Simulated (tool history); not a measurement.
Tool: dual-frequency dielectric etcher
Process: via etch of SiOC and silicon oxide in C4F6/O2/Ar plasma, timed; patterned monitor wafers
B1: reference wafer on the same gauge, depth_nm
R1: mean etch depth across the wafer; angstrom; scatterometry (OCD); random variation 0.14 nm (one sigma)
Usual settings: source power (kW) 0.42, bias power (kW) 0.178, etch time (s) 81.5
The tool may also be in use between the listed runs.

run 1 hour=0 | source_power_(kW)=0.42 bias_power_(kW)=0.178 etch_time_(s)=96.5 | B1=82.4 | R1=1146
run 2 hour=31.5 | source_power_(kW)=0.42 bias_power_(kW)=0.178 etch_time_(s)=81.5 | B1=82.4 | R1=968
run 3 hour=44.9 | source_power_(kW)=0.42 bias_power_(kW)=0.178 etch_time_(s)=81.5 | B1=82.4 | R1=968
run 4 hour=80.1 | source_power_(kW)=0.42 bias_power_(kW)=0.166 etch_time_(s)=81.5 | B1=82.4 | R1=946
run 5 hour=115.4 | source_power_(kW)=0.42 bias_power_(kW)=0.178 etch_time_(s)=81.5 | B1=82.4 | R1=969
run 6 hour=135 | source_power_(kW)=0.42 bias_power_(kW)=0.178 etch_time_(s)=81.5 | B1=82.4 | R1=970
-- hour=141 source power generator calibrated
run 7 hour=150 | source_power_(kW)=0.42 bias_power_(kW)=0.178 etch_time_(s)=81.5 | B1=82.3 | R1=972
run 8 hour=166.6 | source_power_(kW)=0.36 bias_power_(kW)=0.178 etch_time_(s)=93 | B1=82.4 | R1=1048
-- hour=194.8 upper electrode replaced
run 9 hour=195.3 | source_power_(kW)=0.36 bias_power_(kW)=0.178 etch_time_(s)=93 | B1=82.4 | R1=1048
run 10 hour=207.7 | source_power_(kW)=0.48 bias_power_(kW)=0.178 etch_time_(s)=65.5 | B1=82.4 | R1=823
-- hour=234.3 gauge calibrated
run 11 hour=238.8 | source_power_(kW)=0.36 bias_power_(kW)=0.178 etch_time_(s)=88 | B1=82.5 | R1=989
run 12 hour=258.7 | source_power_(kW)=0.38 bias_power_(kW)=0.145 etch_time_(s)=81.5 | B1=82.4 | R1=882
-- hour=287.3 bias power generator calibrated
-- hour=305.5 wet clean of the chamber
run 13 hour=306 | source_power_(kW)=0.42 bias_power_(kW)=0.178 etch_time_(s)=81.5 | B1=82.5 | R1=960
run 14 hour=316.9 | source_power_(kW)=0.42 bias_power_(kW)=0.178 etch_time_(s)=81.5 | B1=82.4 | R1=962
run 15 hour=340.3 | source_power_(kW)=0.42 bias_power_(kW)=0.16 etch_time_(s)=62.5 | B1=82.4 | R1=714
run 16 hour=371.5 | source_power_(kW)=0.42 bias_power_(kW)=0.166 etch_time_(s)=81.5 | B1=82.4 | R1=944
run 17 hour=398.2 | source_power_(kW)=0.47 bias_power_(kW)=0.141 etch_time_(s)=93.5 | B1=82.4 | R1=1077
run 18 hour=415.1 | source_power_(kW)=0.42 bias_power_(kW)=0.212 etch_time_(s)=81.5 | B1=82.5 | R1=1020
run 19 hour=438.9 | source_power_(kW)=0.42 bias_power_(kW)=0.222 etch_time_(s)=81.5 | B1=82.5 | R1=1037

Forecast run 20:
run 20 hour=468.8 | source_power_(kW)=0.42 bias_power_(kW)=0.21 etch_time_(s)=81.5 | B1=? | R1=?

Run 20 gave B1 82.4, R1 1017 angstrom.
Without the tool's hidden state the same run would have given R1 1010 angstrom.
